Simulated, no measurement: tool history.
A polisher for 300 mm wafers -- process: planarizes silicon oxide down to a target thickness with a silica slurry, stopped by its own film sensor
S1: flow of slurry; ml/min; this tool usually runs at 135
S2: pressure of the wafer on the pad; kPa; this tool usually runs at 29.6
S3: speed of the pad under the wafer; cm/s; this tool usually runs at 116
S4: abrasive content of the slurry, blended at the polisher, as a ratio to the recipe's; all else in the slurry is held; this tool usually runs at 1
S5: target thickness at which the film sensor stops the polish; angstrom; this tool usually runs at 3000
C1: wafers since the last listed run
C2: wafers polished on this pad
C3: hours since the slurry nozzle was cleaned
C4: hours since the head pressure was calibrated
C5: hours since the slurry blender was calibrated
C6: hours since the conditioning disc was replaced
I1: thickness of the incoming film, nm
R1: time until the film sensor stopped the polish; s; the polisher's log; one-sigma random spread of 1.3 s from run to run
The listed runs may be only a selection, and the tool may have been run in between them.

run 1 hour=0 | S1=135 S2=29.6 S3=116 S4=1 S5=3000 | C1=0 C2=458 C3=234.1 C4=792.1 C5=120.5 C6=225 | I1=622.2 | R1=92.3
run 2 hour=12.9 | S1=135 S2=29.6 S3=116 S4=1 S5=3000 | C1=114 C2=573 C3=247 C4=805 C5=133.4 C6=237.9 | I1=621.8 | R1=94.6
run 3 hour=26.6 | S1=135 S2=29.6 S3=116 S4=1 S5=3000 | C1=121 C2=695 C3=260.7 C4=818.7 C5=147.1 C6=251.6 | I1=631.6 | R1=96.5
run 4 hour=37.8 | S1=135 S2=29.6 S3=116 S4=1 S5=3000 | C1=99 C2=794 C3=271.9 C4=829.9 C5=158.3 C6=262.8 | I1=620.3 | R1=94.6
run 5 hour=47.7 | S1=135 S2=29.6 S3=116 S4=1 S5=3000 | C1=88 C2=882 C3=281.8 C4=839.8 C5=168.2 C6=272.7 | I1=611 | R1=91.7
run 6 hour=61.3 | S1=135 S2=29.6 S3=116 S4=1 S5=3000 | C1=121 C2=1003 C3=295.4 C4=853.4 C5=181.8 C6=286.3 | I1=619.4 | R1=96.1
run 7 hour=72.3 | S1=135 S2=29.6 S3=116 S4=0.85 S5=3000 | C1=97 C2=1101 C3=306.4 C4=864.4 C5=192.8 C6=297.3 | I1=613.2 | R1=108.7
-- hour=83.4 worn pad replaced by a new one
run 8 hour=85.8 | S1=135 S2=29.6 S3=116 S4=1 S5=3000 | C1=84 C2=21 C3=319.9 C4=877.9 C5=206.3 C6=310.8 | I1=618.7 | R1=95.8
run 9 hour=91.8 | S1=135 S2=29.6 S3=116 S4=1 S5=3000 | C1=53 C2=75 C3=325.9 C4=883.9 C5=212.3 C6=316.8 | I1=619.3 | R1=97.6
-- hour=101.4 slurry blender recalibrated
-- hour=124.9 slurry nozzle cleaned
run 10 hour=144.5 | S1=135 S2=29.6 S3=116 S4=1 S5=3000 | C1=442 C2=517 C3=19.6 C4=936.6 C5=43.1 C6=369.5 | I1=619.2 | R1=88.6
run 11 hour=153.7 | S1=170 S2=34.5 S3=116 S4=1 S5=3000 | C1=81 C2=599 C3=28.8 C4=945.8 C5=52.3 C6=378.7 | I1=622.7 | R1=82
run 12 hour=168.5 | S1=135 S2=29.6 S3=116 S4=1.15 S5=2200 | C1=131 C2=730 C3=43.6 C4=960.6 C5=67.1 C6=393.5 | I1=617.9 | R1=101.4
run 13 hour=174.6 | S1=105 S2=34.5 S3=116 S4=1.25 S5=2600 | C1=54 C2=785 C3=49.7 C4=966.7 C5=73.2 C6=399.6 | I1=615.8 | R1=83.4
run 14 hour=182.5 | S1=135 S2=23.4 S3=142 S4=1 S5=3000 | C1=70 C2=855 C3=57.6 C4=974.6 C5=81.1 C6=407.5 | I1=619.9 | R1=88.2
run 15 hour=200 | S1=170 S2=35.9 S3=116 S4=1 S5=3960 | C1=155 C2=1011 C3=75.1 C4=992.1 C5=98.6 C6=425 | I1=612.1 | R1=53.9
run 16 hour=210.6 | S1=135 S2=29.6 S3=116 S4=1 S5=3000 | C1=94 C2=1105 C3=85.7 C4=1002.7 C5=109.2 C6=435.6 | I1=607.8 | R1=85.3
-- hour=217.5 worn pad replaced by a new one
run 17 hour=220.5 | S1=135 S2=26.2 S3=116 S4=1 S5=3000 | C1=52 C2=26 C3=95.6 C4=1012.6 C5=119.1 C6=445.5 | I1=619.4 | R1=97.6
-- hour=222.6 conditioning disc replaced and pad reconditioned
-- hour=231.3 head pressure recalibrated
run 18 hour=231.8 | S1=135 S2=29.6 S3=116 S4=1 S5=3000 | C1=64 C2=91 C3=106.9 C4=0.5 C5=130.4 C6=9.2 | I1=609.2 | R1=88.3
run 19 hour=239.6 | S1=100 S2=29.6 S3=116 S4=0.75 S5=3000 | C1=69 C2=161 C3=114.7 C4=8.3 C5=138.2 C6=17 | I1=619.4 | R1=132.3
run 20 hour=252.9 | S1=135 S2=29.6 S3=116 S4=1 S5=3000 | C1=118 C2=279 C3=128 C4=21.6 C5=151.5 C6=30.3 | I1=621.2 | R1=92.7
run 21 hour=264.4 | S1=105 S2=29.6 S3=116 S4=1 S5=3000 | C1=102 C2=381 C3=139.5 C4=33.1 C5=163 C6=41.8 | I1=618.7 | R1=95.2

Estimate the outcome of run 22 from the log above:
run 22 hour=281.3 | S1=135 S2=29.6 S3=116 S4=0.8 S5=3000 | C1=150 C2=532 C3=156.4 C4=50 C5=179.9 C6=58.7 | I1=622.2 | R1=?

R1: 117.9 s
With no hidden state in the tool, this same run would have given R1 115 s.

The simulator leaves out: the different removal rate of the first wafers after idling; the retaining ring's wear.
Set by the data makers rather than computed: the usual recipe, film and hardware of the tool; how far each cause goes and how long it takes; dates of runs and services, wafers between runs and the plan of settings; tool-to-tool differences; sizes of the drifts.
